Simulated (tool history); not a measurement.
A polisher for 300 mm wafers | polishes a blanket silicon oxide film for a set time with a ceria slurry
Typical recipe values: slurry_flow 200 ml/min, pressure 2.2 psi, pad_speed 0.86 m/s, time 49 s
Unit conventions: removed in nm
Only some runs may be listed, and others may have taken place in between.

run	day	slurry_flow	pressure	pad_speed	time	incoming thickness of the incoming film, nm	removed
1	0	200	2.2	0.86	49	1751.8	148.9
2	0.592	200	2.2	0.86	49	1756.7	148.7
3	1.925	200	2.2	0.86	49	1759.8	146.9
4	3.304	200	2.2	0.86	49	1750	147.9
5	4.004	220	2.2	0.86	49	1753	149.3
6	4.621	220	2.2	0.86	49	1734.7	147.7
7	5.958	220	2.2	0.86	49	1711.7	149.4
8	6.496	200	2.2	0.86	45	1760.2	134.9
9	7.842	200	2.2	0.86	45	1747.2	135.6
10	9.017	200	2.2	0.86	45	1730.4	137.5
11	10.138	200	2.2	0.86	49	1735.3	151.7
12	11.067	200	2.2	0.86	49	1755.4	149.8
13	12.438	200	2.2	0.86	49	1760.1	139.8
14	13.15	200	2.2	0.86	49	1700.2	146.2
15	15.175	200	2.2	0.86	59	1736.8	173.1
16	15.95	235	2.4	0.68	49	1729.5	124.7
17	16.712	200	2.2	0.86	49	1707.5	145
18	18.121	155	2.2	0.98	49	1713.9	161.5
19	19.158	260	2.2	0.7	58	1750.8	140.8
20	19.875	200	2.2	0.86	49	1750.8	145.6
21	20.938	160	1.9	0.64	33	1721	61
22	22.412	260	2.2	0.86	49	1707.8	150.1
23	23.279	200	2.2	0.86	49	1722	146.8
24	24.312	175	2.2	0.86	49	1739.8	141.3
25	25.321	200	2.2	0.86	49	1741.4	146.7
26	26	200	2.2	0.86	49	1711.2	148.4
27	26.825	225	2.7	0.86	63	1713.9	233.8
28	28.125	200	2.2	0.86	49	1726.9	144.6
29	29.362	200	1.7	1.12	49	1723.4	146.5

Missing from the log above: 7 entries noted between runs. For each, name the pair of listed runs it sits between and say how the tool's hidden condition differs from the listed run just before to the listed run just after:
From run 3 to run 4: worn pad replaced by a new one (day 2.771)
  deviation of the head's pressure from its setpoint, %: 3.33 -> 3.54
  difference, measured minus the result without the unlogged condition, removed: +4.7 -> +5 nm
From run 10 to run 11: worn pad replaced by a new one (day 9.325)
  deviation of the head's pressure from its setpoint, %: 4.37 -> 4.54
  difference, measured minus the result without the unlogged condition, removed: +5.7 -> +6.6 nm
From run 11 to run 12: slurry nozzle cleaned (day 10.717)
  deviation of the head's pressure from its setpoint, %: 4.54 -> 4.67
  difference, measured minus the result without the unlogged condition, removed: +6.6 -> +6.7 nm
From run 12 to run 13: head pressure recalibrated (day 11.467)
  deviation of the head's pressure from its setpoint, %: 4.67 -> 0.269
  difference, measured minus the result without the unlogged condition, removed: +6.7 -> +0.4 nm
From run 15 to run 16: worn pad replaced by a new one (day 15.396)
  deviation of the head's pressure from its setpoint, %: 0.669 -> 0.783
  difference, measured minus the result without the unlogged condition, removed: +1.2 -> +0.9 nm
From run 20 to run 21: worn pad replaced by a new one (day 20.546)
  deviation of the head's pressure from its setpoint, %: 1.36 -> 1.51
  difference, measured minus the result without the unlogged condition, removed: +1.9 -> +0.9 nm
From run 26 to run 27: worn pad replaced by a new one (day 26.358)
  deviation of the head's pressure from its setpoint, %: 2.25 -> 2.38
  difference, measured minus the result without the unlogged condition, removed: +3.2 -> +5.5 nm
